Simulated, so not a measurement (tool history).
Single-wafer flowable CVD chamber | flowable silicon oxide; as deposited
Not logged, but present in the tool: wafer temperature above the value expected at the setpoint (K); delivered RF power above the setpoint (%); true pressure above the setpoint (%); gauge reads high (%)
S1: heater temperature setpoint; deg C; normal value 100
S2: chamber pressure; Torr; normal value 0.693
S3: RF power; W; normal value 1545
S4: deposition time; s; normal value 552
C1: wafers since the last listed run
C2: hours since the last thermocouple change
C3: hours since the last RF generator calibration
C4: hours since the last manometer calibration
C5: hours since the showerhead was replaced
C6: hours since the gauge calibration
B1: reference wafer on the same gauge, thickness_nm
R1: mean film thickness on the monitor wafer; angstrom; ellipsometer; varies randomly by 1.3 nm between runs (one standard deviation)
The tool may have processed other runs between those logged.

run,hour,S1,S2,S3,S4,C1,C2,C3,C4,C5,C6,B1,R1
1,0.0,100,0.693,1545,552,0,217.2,1490.4,1631.1,6338.8,1415.5,315.732,2696.78
2,33.0,100,0.693,1545,552,162,250.2,1523.4,1664.1,6371.8,1448.5,314.769,2698.21
3,85.2,100,0.693,1695,552,257,302.4,1575.6,1716.3,6424.0,1500.7,315.407,2771.19
4,130.7,100,0.693,1545,552,224,347.9,1621.1,1761.8,6469.5,1546.2,315.278,2694.51
5,159.8,100,0.557,1405,624,143,377.0,1650.2,1790.9,6498.6,1575.3,315.022,2366.59
6,225.8,90,0.557,1405,467,325,443.0,1716.2,1856.9,6564.6,1641.3,315.045,2367.77
# hour 272.7: capacitance manometer re-zeroed and calibrated
7,273.2,110,0.854,1290,552,194,490.4,1763.6,0.5,6612.0,1688.7,314.673,2312.48
# hour 287.8: showerhead replaced
8,306.1,100,0.693,1545,552,122,523.3,1796.5,33.4,18.3,1721.6,315.013,2683.53
9,359.8,105,0.693,1545,552,264,577.0,1850.2,87.1,72.0,1775.3,315.396,2322.83
10,403.8,100,0.693,1545,552,217,621.0,1894.2,131.1,116.0,1819.3,315.276,2690.68
11,445.5,100,0.693,1715,552,205,662.7,1935.9,172.8,157.7,1861.0,314.613,2793.61
12,510.0,100,0.531,1740,589,318,727.2,2000.4,237.3,222.2,1925.5,315.297,2313.79
13,539.6,100,0.544,1545,552,146,756.8,2030.0,266.9,251.8,1955.1,315.490,2147.18
14,608.0,100,0.693,1665,552,337,825.2,2098.4,335.3,320.2,2023.5,315.476,2764.30
15,646.7,100,0.693,1280,552,190,863.9,2137.1,374.0,358.9,2062.2,314.798,2521.48
# hour 678.8: gauge calibrated
# hour 684.4: RF generator calibrated
16,684.9,92,0.693,1340,487,148,902.1,0.5,412.2,397.1,6.1,315.023,2876.37
17,716.1,100,0.693,1545,552,153,933.3,31.7,443.4,428.3,37.3,315.305,2722.75
18,778.4,92,0.693,1640,552,307,995.6,94.0,505.7,490.6,99.6,314.472,3512.19
19,838.2,111,0.808,1800,454,295,1055.4,153.8,565.5,550.4,159.4,314.969,1983.97
20,905.4,96,0.637,1730,598,331,1122.6,221.0,632.7,617.6,226.6,314.766,3151.99
21,932.9,87,0.693,1545,552,135,1150.1,248.5,660.2,645.1,254.1,315.497,3979.33
22,972.3,88,0.693,1410,552,194,1189.5,287.9,699.6,684.5,293.5,315.350,3727.62
23,1043.1,100,0.552,1725,586,349,1260.3,358.7,770.4,755.3,364.3,315.055,2389.69
24,1080.3,107,0.861,1470,505,183,1297.5,395.9,807.6,792.5,401.5,315.145,2464.70
25,1146.5,100,0.693,1545,552,326,1363.7,462.1,873.8,858.7,467.7,314.484,2721.01
26,1175.6,100,0.624,1545,524,143,1392.8,491.2,902.9,887.8,496.8,315.094,2337.25
27,1233.3,100,0.693,1545,552,284,1450.5,548.9,960.6,945.5,554.5,315.202,2718.40
28,1278.0,100,0.693,1645,552,220,1495.2,593.6,1005.3,990.2,599.2,315.384,2765.24

Table of differences, measured result less the result of that run with no hidden state. Run-to-run variation is the same in both. Gauge scatter possibly is not:
run,R1
1,-5.77
2,-4.62
3,-2.87
4,-1.20
5,-0.16
6,+1.85
7,+3.10
8,+4.63
9,+5.74
10,+7.86
11,+9.58
12,+9.76
13,+9.83
14,+14.96
15,+14.83
16,+18.96
17,+18.31
18,+27.30
19,+16.41
20,+29.00
21,+33.88
22,+33.20
23,+25.57
24,+28.19
25,+32.52
26,+28.76
27,+35.35
28,+37.45
